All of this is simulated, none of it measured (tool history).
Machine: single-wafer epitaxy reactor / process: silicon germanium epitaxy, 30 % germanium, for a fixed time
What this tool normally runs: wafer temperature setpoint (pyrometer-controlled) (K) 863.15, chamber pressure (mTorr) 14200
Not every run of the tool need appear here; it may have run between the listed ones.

run	day	wafer temperature setpoint (pyrometer-controlled) (K)	chamber pressure (mTorr)	read-back reference wafer on the same gauge, thickness_nm	mean film thickness on the monitor wafer (angstrom)
1	0.000	863.15	14200	45.183	419.78
# day 1.088: pyrometer calibrated
2	4.362	863.15	14200	45.243	428.49
3	6.700	863.15	12600	45.201	407.35
4	10.012	863.15	12600	45.175	412.44
5	13.175	863.15	12600	45.220	410.05
6	17.262	863.15	14200	45.201	425.05
7	21.367	863.15	14200	45.205	427.98
8	24.242	863.15	14200	45.184	428.27
9	26.371	868.15	14200	45.171	465.73
10	37.533	868.15	14200	45.208	459.83
# day 39.525: pyrometer calibrated
11	40.412	868.15	14200	45.175	473.05
12	42.762	863.15	14200	45.228	427.09
13	44.508	863.15	14200	45.254	426.74
# day 44.596: gauge calibrated
14	50.829	863.15	14200	45.175	431.91
15	53.592	863.15	14200	45.202	431.92
16	57.854	863.15	14200	45.177	428.27
17	59.525	863.15	14200	45.193	426.93
18	63.300	863.15	14200	45.255	424.97
19	66.908	863.15	14200	45.245	422.63
20	71.129	873.15	13100	45.195	491.42
21	73.812	863.15	10800	45.216	383.07
22	77.242	863.15	16400	45.161	435.81
23	80.817	851.15	14200	45.156	328.24
# day 81.617: pyrometer calibrated
# day 84.262: showerhead replaced
# day 86.925: capacitance manometer re-zeroed and calibrated
24	89.108	863.15	14200	45.226	428.57
25	93.288	875.15	13100	45.123	527.02
26	96.396	851.15	11400	45.168	316.35
27	98.496	851.15	14200	45.254	338.86
28	102.475	867.15	16400	45.242	482.74
29	105.458	850.15	12500	45.180	316.53
30	107.725	863.15	11500	45.207	395.03
31	111.858	850.15	12500	45.150	314.15
# day 114.525: gauge calibrated
32	115.375	863.15	14200	45.144	420.42
# day 117.492: pyrometer calibrated
33	117.821	876.15	16500	45.209	575.81
34	120.146	868.15	12200	45.144	448.16
35	122.675	869.15	11100	45.206	440.41

What if the next run were any one of these 3? Each begins from the tool's condition after run 35:
A	122.692	863.15	14200	?	?
B	122.692	854.15	12000	?	?
C	122.692	863.15	11700	?	?

run	read-back reference wafer on the same gauge, thickness_nm	mean film thickness on the monitor wafer (angstrom)
A	45.182	428.79
B	45.182	340.77
C	45.182	401.37
With no hidden state in the tool, these same runs would have given:
run	mean film thickness on the monitor wafer (angstrom)
A	430.47
B	342.14
C	402.94
